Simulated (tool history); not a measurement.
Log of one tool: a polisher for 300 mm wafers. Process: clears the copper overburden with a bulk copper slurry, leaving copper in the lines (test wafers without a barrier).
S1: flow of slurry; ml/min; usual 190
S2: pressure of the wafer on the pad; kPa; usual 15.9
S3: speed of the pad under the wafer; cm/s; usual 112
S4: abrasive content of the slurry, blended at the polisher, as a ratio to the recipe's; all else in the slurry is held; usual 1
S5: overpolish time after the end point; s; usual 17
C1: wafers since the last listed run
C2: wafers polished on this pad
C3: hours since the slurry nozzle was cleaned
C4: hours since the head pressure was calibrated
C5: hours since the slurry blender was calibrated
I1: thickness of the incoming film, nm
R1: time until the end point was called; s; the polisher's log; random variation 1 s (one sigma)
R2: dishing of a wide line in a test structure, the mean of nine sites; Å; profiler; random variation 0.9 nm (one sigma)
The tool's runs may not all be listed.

{"run": 1, "hour": 0.0, "S1": 190, "S2": 15.9, "S3": 112, "S4": 1, "S5": 17, "C1": 0, "C2": 68, "C3": 181.3, "C4": 878.9, "C5": 151.2, "I1": 770.3, "R1": 74.7, "R2": 612}
{"hour": 47.4, "done": "slurry blender recalibrated"}
{"run": 2, "hour": 66.1, "S1": 165, "S2": 15.9, "S3": 112, "S4": 0.85, "S5": 17, "C1": 351, "C2": 419, "C3": 247.4, "C4": 945, "C5": 18.7, "I1": 781.7, "R1": 81.3, "R2": 583}
{"hour": 200.3, "done": "worn pad replaced by a new one"}
{"run": 3, "hour": 200.8, "S1": 190, "S2": 15.9, "S3": 112, "S4": 1, "S5": 24, "C1": 715, "C2": 2, "C3": 382.1, "C4": 1079.7, "C5": 153.4, "I1": 776.7, "R1": 76.7, "R2": 664}
{"run": 4, "hour": 266.5, "S1": 190, "S2": 15.9, "S3": 112, "S4": 1, "S5": 24, "C1": 359, "C2": 362, "C3": 447.8, "C4": 1145.4, "C5": 219.1, "I1": 760.5, "R1": 74.2, "R2": 660}
{"run": 5, "hour": 299.4, "S1": 190, "S2": 15.9, "S3": 112, "S4": 1, "S5": 17, "C1": 180, "C2": 542, "C3": 480.7, "C4": 1178.3, "C5": 252, "I1": 773.4, "R1": 77.3, "R2": 609}
{"hour": 303.6, "done": "slurry blender recalibrated"}
{"run": 6, "hour": 358.9, "S1": 190, "S2": 15.9, "S3": 112, "S4": 1, "S5": 17, "C1": 314, "C2": 857, "C3": 540.2, "C4": 1237.8, "C5": 55.3, "I1": 772.5, "R1": 76.2, "R2": 607}
{"hour": 417.2, "done": "worn pad replaced by a new one"}
{"run": 7, "hour": 417.7, "S1": 190, "S2": 15.9, "S3": 112, "S4": 1, "S5": 17, "C1": 300, "C2": 2, "C3": 599, "C4": 1296.6, "C5": 114.1, "I1": 766.1, "R1": 77.4, "R2": 582}
{"run": 8, "hour": 464.0, "S1": 190, "S2": 15.9, "S3": 112, "S4": 1, "S5": 17, "C1": 253, "C2": 256, "C3": 645.3, "C4": 1342.9, "C5": 160.4, "I1": 769, "R1": 78.8, "R2": 578}
{"run": 9, "hour": 517.6, "S1": 190, "S2": 15.9, "S3": 112, "S4": 1, "S5": 17, "C1": 293, "C2": 549, "C3": 698.9, "C4": 1396.5, "C5": 214, "I1": 763.2, "R1": 76.2, "R2": 586}
{"hour": 556.1, "done": "slurry blender recalibrated"}
{"run": 10, "hour": 569.3, "S1": 190, "S2": 15.9, "S3": 112, "S4": 1, "S5": 17, "C1": 272, "C2": 822, "C3": 750.6, "C4": 1448.2, "C5": 13.2, "I1": 782.3, "R1": 79.9, "R2": 580}
{"run": 11, "hour": 596.7, "S1": 190, "S2": 15.9, "S3": 82, "S4": 1, "S5": 17, "C1": 150, "C2": 972, "C3": 778, "C4": 1475.6, "C5": 40.6, "I1": 771.8, "R1": 99, "R2": 529}
{"run": 12, "hour": 661.1, "S1": 190, "S2": 15.9, "S3": 112, "S4": 1, "S5": 24, "C1": 352, "C2": 1325, "C3": 842.4, "C4": 1540, "C5": 105, "I1": 777.7, "R1": 80.3, "R2": 653}
{"hour": 668.4, "done": "head pressure recalibrated"}
{"hour": 677.9, "done": "slurry nozzle cleaned"}
{"hour": 684.7, "done": "worn pad replaced by a new one"}
{"run": 13, "hour": 688.8, "S1": 190, "S2": 17.9, "S3": 112, "S4": 1.1, "S5": 17, "C1": 113, "C2": 22, "C3": 10.9, "C4": 20.4, "C5": 132.7, "I1": 763, "R1": 64.8, "R2": 644}
{"run": 14, "hour": 739.6, "S1": 190, "S2": 15.9, "S3": 112, "S4": 0.85, "S5": 23, "C1": 278, "C2": 300, "C3": 61.7, "C4": 71.2, "C5": 183.5, "I1": 773.9, "R1": 79.7, "R2": 669}
{"run": 15, "hour": 766.8, "S1": 190, "S2": 15.9, "S3": 112, "S4": 1, "S5": 17, "C1": 148, "C2": 449, "C3": 88.9, "C4": 98.4, "C5": 210.7, "I1": 768.8, "R1": 75.1, "R2": 607}
{"run": 16, "hour": 795.0, "S1": 215, "S2": 15.9, "S3": 140, "S4": 1, "S5": 24, "C1": 154, "C2": 603, "C3": 117.1, "C4": 126.6, "C5": 238.9, "I1": 773.9, "R1": 63.3, "R2": 700}
{"hour": 804.1, "done": "slurry blender recalibrated"}
{"run": 17, "hour": 865.1, "S1": 190, "S2": 15.9, "S3": 112, "S4": 0.8, "S5": 17, "C1": 373, "C2": 977, "C3": 187.2, "C4": 196.7, "C5": 61, "I1": 765.8, "R1": 81.1, "R2": 594}
{"run": 18, "hour": 900.3, "S1": 190, "S2": 15.9, "S3": 112, "S4": 1, "S5": 17, "C1": 192, "C2": 1169, "C3": 222.4, "C4": 231.9, "C5": 96.2, "I1": 759.5, "R1": 74.3, "R2": 588}
{"hour": 915.2, "done": "worn pad replaced by a new one"}
{"run": 19, "hour": 939.3, "S1": 190, "S2": 15.9, "S3": 112, "S4": 1, "S5": 17, "C1": 191, "C2": 131, "C3": 261.4, "C4": 270.9, "C5": 135.2, "I1": 766.8, "R1": 75, "R2": 596}
{"run": 20, "hour": 993.7, "S1": 130, "S2": 15.9, "S3": 112, "S4": 1.2, "S5": 25, "C1": 297, "C2": 429, "C3": 315.8, "C4": 325.3, "C5": 189.6, "I1": 755.4, "R1": 71, "R2": 689}
{"hour": 1060.6, "done": "slurry blender recalibrated"}
{"hour": 1165.0, "done": "worn pad replaced by a new one"}
{"run": 21, "hour": 1165.5, "S1": 190, "S2": 15.9, "S3": 112, "S4": 0.7, "S5": 22, "C1": 908, "C2": 2, "C3": 487.6, "C4": 497.1, "C5": 104.9, "I1": 763.7, "R1": 86.9, "R2": 645}

Hidden state or all else? Some run-to-run changes of R1, split into what the settings, what came in and random variation would give without the hidden state, and what is left for the hidden state (with any gauge scatter that isn't in both results):
The hidden state here: removal rate lost through wear of the pad, %; slurry flow missing at the pad, %; deviation of the head's pressure from its setpoint, %; abrasive missing from the slurry, %.
Run 10 -> 11: S3 112 -> 82. R1 +19.1 s: hidden state +1.5, all else +17.6.
Run 11 -> 12: S3 82 -> 112, S5 17 -> 24. R1 -18.7 s: hidden state +0.1, all else -18.8.
Run 12 -> 13: S2 15.9 -> 17.9, S4 1 -> 1.1, S5 24 -> 17, head pressure recalibrated, slurry nozzle cleaned, worn pad replaced by a new one. R1 -15.5 s: hidden state -5.9, all else -9.6.
